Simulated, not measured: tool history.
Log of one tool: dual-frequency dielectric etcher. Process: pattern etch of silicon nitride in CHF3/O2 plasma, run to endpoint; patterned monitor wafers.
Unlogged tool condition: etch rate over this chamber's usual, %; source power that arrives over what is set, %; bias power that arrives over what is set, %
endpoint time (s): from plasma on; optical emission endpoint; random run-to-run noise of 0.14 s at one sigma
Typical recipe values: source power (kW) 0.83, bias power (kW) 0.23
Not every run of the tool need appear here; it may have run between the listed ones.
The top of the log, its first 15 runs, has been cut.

| run | hour | source power (kW) | bias power (kW) | wafers since the last listed run | hours since the last wet clean | hours since the last source power generator calibration | hours since the last bias power generator calibration | hours since the last upper electrode change | incoming incoming film thickness, nm | endpoint time (s) |
|---|---|---|---|---|---|---|---|---|---|---|
|  | 750.4 | upper electrode replaced |
| 16 | 759 | 0.62 | 0.173 | 278 | 381.8 | 615.9 | 3199.2 | 8.6 | 83.1 | 57.8 |
| 17 | 801.9 | 0.67 | 0.176 | 576 | 424.7 | 658.8 | 3242.1 | 51.5 | 82.4 | 55.1 |
| 18 | 850.1 | 0.83 | 0.205 | 648 | 472.9 | 707 | 3290.3 | 99.7 | 81.2 | 47.2 |
| 19 | 907.7 | 0.89 | 0.284 | 774 | 530.5 | 764.6 | 3347.9 | 157.3 | 83.5 | 41.2 |
| 20 | 942.8 | 0.74 | 0.203 | 471 | 565.6 | 799.7 | 3383 | 192.4 | 82.2 | 49.8 |
|  | 976.1 | bias power generator calibrated |
| 21 | 989.2 | 0.89 | 0.266 | 570 | 612 | 846.1 | 13.1 | 238.8 | 82.8 | 40.7 |
| 22 | 1025.4 | 0.78 | 0.278 | 486 | 648.2 | 882.3 | 49.3 | 275 | 81.9 | 41.4 |
|  | 1062.5 | wet clean of the chamber |
| 23 | 1063 | 0.83 | 0.23 | 182 | 0.5 | 919.9 | 86.9 | 312.6 | 82.7 | 44.9 |
| 24 | 1116.9 | 1 | 0.187 | 724 | 54.4 | 973.8 | 140.8 | 366.5 | 82.8 | 46.5 |
| 25 | 1168.5 | 0.83 | 0.23 | 693 | 106 | 1025.4 | 192.4 | 418.1 | 82.1 | 44.8 |
| 26 | 1210.2 | 0.91 | 0.285 | 560 | 147.7 | 1067.1 | 234.1 | 459.8 | 83 | 40.2 |
| 27 | 1245.8 | 0.74 | 0.254 | 478 | 183.3 | 1102.7 | 269.7 | 495.4 | 82.1 | 44.6 |
| 28 | 1275.2 | 0.83 | 0.27 | 395 | 212.7 | 1132.1 | 299.1 | 524.8 | 82.4 | 42 |
| 29 | 1337.5 | 0.83 | 0.213 | 837 | 275 | 1194.4 | 361.4 | 587.1 | 82.3 | 46.5 |
| 30 | 1367.1 | 0.67 | 0.207 | 397 | 304.6 | 1224 | 391 | 616.7 | 82.1 | 50.2 |
| 31 | 1392.3 | 0.73 | 0.174 | 338 | 329.8 | 1249.2 | 416.2 | 641.9 | 82.5 | 53.1 |
| 32 | 1442.5 | 0.83 | 0.23 | 674 | 380 | 1299.4 | 466.4 | 692.1 | 82.4 | 44.7 |
| 33 | 1486.9 | 0.91 | 0.192 | 596 | 424.4 | 1343.8 | 510.8 | 736.5 | 82.5 | 47.3 |
| 34 | 1546.2 | 0.98 | 0.192 | 797 | 483.7 | 1403.1 | 570.1 | 795.8 | 83.2 | 46.2 |

Here are 5 independent what-if runs from the current tool condition. What would each one return?
| A | 1546.6 | 0.83 | 0.251 | 5 | 484.1 | 1403.5 | 570.5 | 796.2 | 82.3 | ? |
| B | 1546.6 | 0.83 | 0.183 | 5 | 484.1 | 1403.5 | 570.5 | 796.2 | 82.3 | ? |
| C | 1546.6 | 0.72 | 0.204 | 5 | 484.1 | 1403.5 | 570.5 | 796.2 | 82.3 | ? |
| D | 1546.6 | 0.83 | 0.178 | 5 | 484.1 | 1403.5 | 570.5 | 796.2 | 82.3 | ? |
| E | 1546.6 | 0.63 | 0.246 | 5 | 484.1 | 1403.5 | 570.5 | 796.2 | 82.3 | ? |

| run | endpoint time (s) |
|---|---|
| A | 43.3 |
| B | 49.8 |
| C | 49.7 |
| D | 50.4 |
| E | 47.7 |
What these runs would have given with no unlogged condition in the tool:
| run | endpoint time (s) |
|---|---|
| A | 43.5 |
| B | 50.1 |
| C | 50 |
| D | 50.7 |
| E | 48 |
